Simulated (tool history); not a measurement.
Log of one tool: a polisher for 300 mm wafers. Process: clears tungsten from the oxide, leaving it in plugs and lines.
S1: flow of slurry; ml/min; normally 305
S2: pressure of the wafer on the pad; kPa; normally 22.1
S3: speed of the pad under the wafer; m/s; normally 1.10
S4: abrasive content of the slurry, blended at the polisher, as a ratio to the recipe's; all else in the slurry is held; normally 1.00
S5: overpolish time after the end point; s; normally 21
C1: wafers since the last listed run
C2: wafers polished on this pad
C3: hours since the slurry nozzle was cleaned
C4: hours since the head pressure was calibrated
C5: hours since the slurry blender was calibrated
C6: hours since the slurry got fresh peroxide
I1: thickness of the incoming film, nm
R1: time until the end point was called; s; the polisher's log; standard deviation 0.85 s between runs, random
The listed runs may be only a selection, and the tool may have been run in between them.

run,hour,S1,S2,S3,S4,S5,C1,C2,C3,C4,C5,C6,I1,R1
1,0.0,305,22.1,1.10,1.00,21,0,6093,52.9,511.0,629.5,453.7,302.0,74.4
2,75.5,305,22.1,1.10,1.00,21,803,6896,128.4,586.5,705.0,529.2,301.8,73.0
# hour 121.6: slurry blender recalibrated
3,127.7,305,22.1,1.00,0.85,21,533,7430,180.6,638.7,6.1,581.4,301.6,85.1
4,176.1,380,18.6,0.80,0.75,21,514,7945,229.0,687.1,54.5,629.8,296.9,120.7
# hour 199.8: worn pad replaced by a new one
5,219.9,305,22.1,1.10,1.00,21,423,213,272.8,730.9,98.3,673.6,304.5,72.1
6,277.9,305,27.6,0.82,1.00,14,616,830,330.8,788.9,156.3,731.6,293.8,75.6
# hour 281.9: slurry tank refilled with fresh slurry and peroxide
7,341.4,305,22.1,1.10,1.00,21,664,1495,394.3,852.4,219.8,59.5,299.8,71.6
8,391.4,380,24.8,0.90,1.00,17,531,2027,444.3,902.4,269.8,109.5,296.9,75.1
9,433.8,305,22.1,1.10,1.00,12,451,2478,486.7,944.8,312.2,151.9,299.6,71.3
# hour 439.0: head pressure recalibrated
10,528.3,210,22.1,1.10,1.00,21,983,3462,581.2,89.3,406.7,246.4,300.1,82.5
11,598.9,305,22.1,1.10,1.15,21,750,4213,651.8,159.9,477.3,317.0,297.0,73.7
12,647.2,305,22.1,1.10,1.00,21,513,4727,700.1,208.2,525.6,365.3,300.2,78.0
# hour 723.4: slurry nozzle cleaned
# hour 739.7: slurry blender recalibrated
13,745.4,305,22.1,1.10,0.90,21,1012,5739,22.0,306.4,5.7,463.5,302.2,81.7
# hour 995.7: worn pad replaced by a new one
# hour 999.9: slurry tank refilled with fresh slurry and peroxide
14,1025.1,305,22.1,1.10,1.00,21,2921,301,301.7,586.1,285.4,25.2,299.3,75.2
15,1084.3,235,17.9,1.10,1.00,21,629,931,360.9,645.3,344.6,84.4,299.1,88.1
16,1182.5,305,22.1,1.10,0.85,12,1044,1976,459.1,743.5,442.8,182.6,302.0,79.9
17,1289.2,305,22.1,1.10,1.00,33,1134,3110,565.8,850.2,549.5,289.3,297.1,72.4
18,1363.6,305,26.9,1.10,0.70,12,791,3902,640.2,924.6,623.9,363.7,300.2,72.1
# hour 1375.4: slurry blender recalibrated
19,1421.2,305,29.0,1.10,1.10,15,591,4493,697.8,982.2,45.8,421.3,302.2,57.1
# hour 1462.8: head pressure recalibrated
20,1463.3,305,27.6,1.10,1.00,29,426,4920,739.9,0.5,87.9,463.4,299.2,65.1
# hour 1502.7: slurry nozzle cleaned
21,1532.4,305,22.1,1.00,1.00,21,724,5644,29.7,69.6,157.0,532.5,305.4,86.2
22,1569.1,305,15.2,1.10,1.00,21,390,6035,66.4,106.3,193.7,569.2,300.6,102.2

For run 23, what comes out?
23,1634.3,275,22.1,1.10,1.00,15,693,6728,131.6,171.5,258.9,634.4,297.6,?

{"run 23": {"R1": 77.6}}
With the hidden condition absent and the run-to-run variation left alone, this run would have shown R1 79.3 s.
